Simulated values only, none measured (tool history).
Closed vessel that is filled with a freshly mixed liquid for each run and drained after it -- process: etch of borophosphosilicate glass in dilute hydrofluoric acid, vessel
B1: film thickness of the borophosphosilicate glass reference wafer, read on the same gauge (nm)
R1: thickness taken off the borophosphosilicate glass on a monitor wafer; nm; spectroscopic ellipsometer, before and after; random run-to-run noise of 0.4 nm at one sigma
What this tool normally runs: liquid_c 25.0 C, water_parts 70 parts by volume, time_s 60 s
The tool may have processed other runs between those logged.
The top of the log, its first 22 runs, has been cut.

{"run": 23, "day": 78.746, "liquid_c": 22.0, "water_parts": 40, "time_s": 95, "B1": 99.99, "R1": 110.57}
{"day": 78.838, "done": "hydrofluoric acid flow meter replaced"}
{"run": 24, "day": 81.596, "liquid_c": 25.0, "water_parts": 80, "time_s": 85, "B1": 100.0, "R1": 53.14}
{"run": 25, "day": 84.317, "liquid_c": 28.0, "water_parts": 40, "time_s": 75, "B1": 100.02, "R1": 110.91}
{"run": 26, "day": 88.15, "liquid_c": 25.0, "water_parts": 70, "time_s": 95, "B1": 99.99, "R1": 69.33}
{"run": 27, "day": 92.071, "liquid_c": 28.5, "water_parts": 90, "time_s": 85, "B1": 100.02, "R1": 53.15}
{"run": 28, "day": 94.183, "liquid_c": 27.0, "water_parts": 90, "time_s": 85, "B1": 100.01, "R1": 49.99}
{"run": 29, "day": 96.771, "liquid_c": 23.5, "water_parts": 80, "time_s": 35, "B1": 100.01, "R1": 20.6}
{"run": 30, "day": 99.533, "liquid_c": 20.0, "water_parts": 70, "time_s": 45, "B1": 100.01, "R1": 26.2}

5 options for the next run, each taken on its own from the tool as it stands now. Forecast them:
{"run": "A", "day": 99.562, "liquid_c": 25.0, "water_parts": 70, "time_s": 60, "B1": "?", "R1": "?"}
{"run": "B", "day": 99.562, "liquid_c": 27.5, "water_parts": 45, "time_s": 45, "B1": "?", "R1": "?"}
{"run": "C", "day": 99.562, "liquid_c": 26.5, "water_parts": 70, "time_s": 30, "B1": "?", "R1": "?"}
{"run": "D", "day": 99.562, "liquid_c": 25.0, "water_parts": 80, "time_s": 40, "B1": "?", "R1": "?"}
{"run": "E", "day": 99.562, "liquid_c": 20.5, "water_parts": 95, "time_s": 60, "B1": "?", "R1": "?"}

run=A B1=100.00 R1=43.05
run=B B1=100.00 R1=57.49
run=C B1=100.00 R1=22.86
run=D B1=100.00 R1=24.79
run=E B1=100.00 R1=25.61
The same runs, with their run-to-run variation unchanged, on a tool lacking any hidden condition would have given:
run=A R1=44.19
run=B R1=59.01
run=C R1=23.46
run=D R1=25.44
run=E R1=26.31
